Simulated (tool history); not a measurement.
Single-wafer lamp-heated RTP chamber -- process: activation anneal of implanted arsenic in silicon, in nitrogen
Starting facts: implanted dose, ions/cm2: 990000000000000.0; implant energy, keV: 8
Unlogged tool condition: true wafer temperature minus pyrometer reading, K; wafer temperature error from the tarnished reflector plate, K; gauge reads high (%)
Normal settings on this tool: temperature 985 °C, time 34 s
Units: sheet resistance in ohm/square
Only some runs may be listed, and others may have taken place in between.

run    hour  temperature  time  wafers since the last listed run  wafers since the last pyrometer calibration  wafers since the reflector plate was cleaned  hours since the gauge calibration  read-back reference wafer on the same gauge, sheet resistance  sheet resistance
  1       0          985    34                                 0                                          382                                          4524                              634.5                                                         152.08            153.44
  2    55.3          985    34                               745                                         1128                                          5269                              689.8                                                         151.97             153.4
  3    96.3          985    34                               552                                         1680                                          5822                              730.8                                                          151.9            152.87
  4   124.6          985    19                               381                                         2062                                          6204                              759.1                                                         152.05            167.79
  5   152.1          985    19                               370                                         2433                                          6574                              786.6                                                         151.91             167.7
  6   211.1          985    19                               795                                         3228                                          7370                              845.6                                                         152.08            166.77
  7   240.2          985    34                               392                                         3621                                          7762                              874.7                                                         151.99            150.89
      261.8  -- pyrometer window cleaned and pyrometer calibrated
  8   267.9          985    34                               265                                           81                                          8028                              902.4                                                         151.99               154
  9   315.8          985    27                               645                                          727                                          8673                              950.3                                                         151.95            159.16
 10   359.5          985    27                               589                                         1316                                          9263                                994                                                         152.01            159.24
      383.4  -- reflector plate cleaned
 11     421          967    54                               721                                         2038                                           507                             1055.5                                                         151.83            153.57
 12   571.8          985    34                              2033                                         4071                                          2540                             1206.3                                                          151.8             149.3
      593.4  -- pyrometer window cleaned and pyrometer calibrated
        616  -- gauge calibrated
 13   624.9          985    19                               608                                          424                                          3148                                8.9                                                         151.96            169.64
 14   650.1         1004    19                               339                                          764                                          3488                               34.1                                                         152.01            153.53
 15   674.5          985    41                               328                                         1093                                          3817                               58.5                                                         151.91            146.64
 16     843          967    54                              2271                                         3365                                          6088                                227                                                         151.98            152.69
      852.6  -- pyrometer window cleaned and pyrometer calibrated
 17   889.7          985    23                               521                                          500                                          6610                              273.7                                                         151.92            164.65
 18   933.5         1009    34                               590                                         1091                                          7201                              317.5                                                         152.01             133.8
 19   972.3          985    43                               523                                         1614                                          7724                              356.3                                                            152            146.21
 20  1043.5          970    20                               959                                         2574                                          8684                              427.5                                                         152.26            179.09
 21    1093          996    34                               667                                         3241                                          9351                                477                                                         151.93            142.33

Below are 5 alternative next runs, each starting from the tool's condition after run 21. Predict each:
  A  1093.4          985    34                                 5                                         3246                                          9356                              477.4                                                              ?                 ?
  B  1093.4          985    47                                 5                                         3246                                          9356                              477.4                                                              ?                 ?
  C  1093.4          977    34                                 5                                         3246                                          9356                              477.4                                                              ?                 ?
  D  1093.4         1003    21                                 5                                         3246                                          9356                              477.4                                                              ?                 ?
  E  1093.4          970    52                                 5                                         3246                                          9356                              477.4                                                              ?                 ?

run  read-back reference wafer on the same gauge, sheet resistance  sheet resistance
  A                                                         152.05            151.33
  B                                                         152.05            142.37
  C                                                         152.05            158.02
  D                                                         152.05            149.85
  E                                                         152.05            151.84
What these runs would have given with no unlogged condition in the tool:
run  sheet resistance
  A            154.52
  B            145.42
  C            161.25
  D             152.9
  E            155.19

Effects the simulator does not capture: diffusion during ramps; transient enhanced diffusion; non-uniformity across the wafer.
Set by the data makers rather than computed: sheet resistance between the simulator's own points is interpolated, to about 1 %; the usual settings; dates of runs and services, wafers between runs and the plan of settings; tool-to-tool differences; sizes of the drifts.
